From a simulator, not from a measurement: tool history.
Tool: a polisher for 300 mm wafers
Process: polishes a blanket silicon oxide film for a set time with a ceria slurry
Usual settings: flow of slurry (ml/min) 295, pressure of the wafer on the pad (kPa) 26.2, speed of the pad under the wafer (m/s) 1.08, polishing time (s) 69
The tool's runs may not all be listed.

run   hour  flow of slurry (ml/min)  pressure of the wafer on the pad (kPa)  speed of the pad under the wafer (m/s)  polishing time (s)  incoming thickness of the incoming film, nm  film removed (Å)
  1      0                      295                                    26.2                                    0.82                  69                                         1343              2361
  2   20.4                      250                                    26.2                                    1.08                  69                                       1340.5              3010
  3     40                      250                                    26.2                                    1.08                  69                                       1356.9              2958
      51.6  -- slurry nozzle cleaned
  4     64                      250                                    26.2                                    1.08                  69                                       1329.6              3121
  5   82.2                      295                                    26.2                                    1.08                  69                                       1349.5              3129
  6   96.9                      295                                    26.2                                    1.08                  69                                         1363              3110
     107.4  -- worn pad replaced by a new one
  7  122.2                      295                                    26.2                                    1.08                  69                                         1343              3175
  8    138                      295                                    26.2                                    1.08                  69                                       1352.5              3176
  9  156.6                      295                                    26.2                                    1.08                  69                                       1343.8              3136
 10  183.7                      295                                    26.2                                    1.08                  69                                         1345              3099
 11  200.7                      295                                    26.2                                    1.08                  69                                       1332.6              3119
 12  213.7                      295                                    26.2                                    1.08                  69                                       1339.3              3071
 13  230.1                      295                                    26.2                                    1.08                  69                                       1335.3              3065
 14  246.2                      295                                    26.2                                    1.08                  69                                       1364.3              3087
 15  261.9                      355                                    35.2                                     0.7                  69                                       1328.8              2486
 16  278.3                      295                                    21.4                                     0.7                  84                                       1327.2              2053
     296.2  -- slurry nozzle cleaned
     298.1  -- worn pad replaced by a new one
 17  304.6                      295                                    26.2                                    0.96                  69                                       1327.9              2914
 18  317.5                      295                                    21.4                                    1.08                  89                                       1338.2              3662
 19    340                      295                                    26.2                                    1.28                  49                                       1349.2              2686
 20  354.2                      255                                    18.6                                    1.08                  79                                       1334.4              2809
 21    379                      355                                    18.6                                    0.98                  80                                         1328              2667
 22  399.9                      245                                    32.4                                    1.28                  75                                       1326.1              4592
 23  435.7                      295                                    26.2                                    1.08                  69                                       1341.5              3013
     457.9  -- head pressure recalibrated
 24  458.4                      295                                    26.2                                    1.08                  69                                       1343.4              3030
 25  469.3                      295                                    26.2                                    1.08                  69                                       1336.4              3001
 26  485.1                      295                                    26.2                                    1.08                  87                                       1349.8              3792
     501.4  -- worn pad replaced by a new one
     505.7  -- slurry nozzle cleaned
 27  519.7                      325                                    17.9                                    1.08                  69                                       1329.5              2586
 28  542.9                      295                                    26.2                                    1.08                  69                                       1331.6              3244
 29  575.4                      385                                      29                                    1.08                  69                                       1352.7              3498
 30  610.8                      295                                    26.2                                    1.08                  69                                       1323.8              3125
 31  634.1                      250                                    26.2                                    1.08                  69                                       1346.3              3012
 32  658.8                      385                                    26.2                                    0.76                  88                                         1358              2868
 33  691.6                      295                                    26.2                                    0.84                  69                                       1345.6              2356
     699.7  -- worn pad replaced by a new one
 34  713.1                      295                                    26.2                                    1.08                  69                                       1362.9              3175
     723.1  -- slurry nozzle cleaned
 35  737.3                      295                                    26.2                                    1.08                  79                                       1315.2              3706
 36  755.8                      295                                    26.2                                    1.08                  69                                       1338.6              3193

What the log doesn't show, run by run:
deviation of the head's pressure from its setpoint, %: 0 in every run
H1: removal rate lost through wear of the pad, %
H2: slurry flow missing at the pad, %
run     H1    H2
  1   1.83  31.6
  2   2.36  32.1
  3   2.86  32.5
  4   3.49  4.86
  5   3.96  10.4
  6   4.34  14.1
  7   1.32  19.1
  8   1.73  21.5
  9   2.21  23.7
 10   2.92  26.2
 11   3.36  27.4
 12    3.7  28.2
 13   4.12    29
 14   4.54  29.6
 15   4.95  30.1
 16   5.37  30.6
 17   0.49  6.09
 18  0.825  10.4
 19   1.41  16.4
 20   1.78  19.5
 21   2.42  23.6
 22   2.96  26.2
 23   3.89  29.4
 24   4.48  30.8
 25   4.76  31.4
 26   5.17    32
 27  0.502  8.06
 28    1.1  14.8
 29   1.95  21.6
 30   2.87  26.4
 31   3.47  28.6
 32   4.11  30.3
 33   4.96  31.9
 34  0.799  32.7
 35   1.43  6.99
 36   1.91  12.5
